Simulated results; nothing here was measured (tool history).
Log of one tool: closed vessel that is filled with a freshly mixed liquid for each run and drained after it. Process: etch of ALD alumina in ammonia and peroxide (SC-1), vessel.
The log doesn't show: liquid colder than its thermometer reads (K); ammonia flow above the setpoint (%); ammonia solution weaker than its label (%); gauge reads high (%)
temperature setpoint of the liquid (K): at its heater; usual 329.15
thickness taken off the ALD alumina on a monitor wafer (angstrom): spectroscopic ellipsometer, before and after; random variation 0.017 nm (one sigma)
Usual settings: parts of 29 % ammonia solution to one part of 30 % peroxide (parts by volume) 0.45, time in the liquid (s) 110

run,day,temperature setpoint of the liquid (K),parts of 29 % ammonia solution to one part of 30 % peroxide (parts by volume),time in the liquid (s),wafers since the last listed run,hours since the thermometer was replaced,hours since the ammonia flow meter was replaced,hours since the drum of ammonia solution was connected,hours since the gauge calibration,"read-back film thickness of the ALD alumina reference wafer, read on the same gauge (nm)",thickness taken off the ALD alumina on a monitor wafer (angstrom)
1,0,329.15,0.45,110,0,138.2,1530.6,97.9,1236,139.99,67.1
2,3.896,329.15,0.4,110,6955,231.7,1624.1,191.4,1329.5,139.99,66.1
3,6.562,329.15,0.45,110,4761,295.7,1688.1,255.4,1393.5,139.99,67
4,10.867,329.15,0.45,110,7684,399,1791.4,358.7,1496.8,140,67.1
5,14.254,329.15,0.45,110,6048,480.3,1872.7,440,1578.1,140,66.7
6,18.738,335.15,0.3,110,8004,587.9,1980.3,547.6,1685.7,140,88.3
7,22.217,329.15,0.45,150,6211,671.4,2063.8,631.1,1769.2,140,90.8
# day 23.004: ammonia flow meter replaced
# day 23.888: new drum of ammonia solution connected
# day 24.875: gauge calibrated
8,26.438,329.15,0.25,155,7387,772.7,82.4,61.2,37.5,140.02,87.7
9,29.175,329.15,0.6,110,4887,838.4,148.1,126.9,103.2,140,67.7
10,32.333,329.15,0.45,110,5638,914.2,223.9,202.7,179,140,65.5
11,35.796,329.15,0.45,110,6181,997.3,307,285.8,262.1,139.99,66.1
12,40.442,329.15,0.6,110,8294,1108.8,418.5,397.3,373.6,140.02,67.7
13,42.283,329.15,0.45,110,3288,1153,462.7,441.5,417.8,140,65.6
14,45.6,329.15,0.45,135,5921,1232.6,542.3,521.1,497.4,140.02,80.3
15,48.312,329.15,0.45,110,4842,1297.7,607.4,586.2,562.5,140.01,65.8
16,49.996,323.15,0.45,110,3005,1338.1,647.8,626.6,602.9,140,47.5
17,53.192,335.65,0.3,160,5705,1414.8,724.5,703.3,679.6,139.99,128.4
# day 53.671: new drum of ammonia solution connected
18,55.779,329.15,0.45,110,4545,1476.9,786.6,50.6,741.7,140,65.6
19,57.479,334.65,0.4,110,3035,1517.7,827.4,91.4,782.5,139.99,86
20,61.062,329.15,0.45,110,6397,1603.7,913.4,177.4,868.5,139.99,65.5
21,63.6,338.65,0.45,110,4530,1664.6,974.3,238.3,929.4,140.01,105.9
22,65.538,324.15,0.55,85,3459,1711.1,1020.8,284.8,975.9,139.99,39.6
23,67.383,329.15,0.35,110,3295,1755.4,1065.1,329.1,1020.2,140.02,63.7
24,70.783,321.65,0.6,85,6070,1837,1146.7,410.7,1101.8,140,34.4
25,73.821,323.15,0.6,70,5423,1909.9,1219.6,483.6,1174.7,140.01,30.8
26,75.85,335.15,0.6,175,3622,1958.6,1268.3,532.3,1223.4,140.01,146.6
27,77.525,323.15,0.4,150,2990,1998.8,1308.5,572.5,1263.6,139.99,63.8
# day 79.988: new drum of ammonia solution connected
28,80.625,329.15,0.45,110,5460,2073.2,1382.9,15.3,1338,140.01,65.2

The tool's hidden state at each run:
ammonia solution weaker than its label (%): 0 in every run
gauge reads high (%): 0 in every run
H1: liquid colder than its thermometer reads (K)
H2: ammonia flow above the setpoint (%)
run,H1,H2
1,0.0964,10
2,0.119,10.6
3,0.135,10.9
4,0.16,11.5
5,0.18,12
6,0.206,12.7
7,0.226,13.2
8,0.251,0.779
9,0.267,1.17
10,0.285,1.62
11,0.305,2.11
12,0.332,2.77
13,0.343,3.03
14,0.362,3.5
15,0.378,3.88
16,0.388,4.12
17,0.407,4.57
18,0.422,4.94
19,0.432,5.18
20,0.452,5.69
21,0.467,6.05
22,0.479,6.33
23,0.489,6.59
24,0.509,7.07
25,0.527,7.5
26,0.539,7.79
27,0.548,8.03
28,0.567,8.47
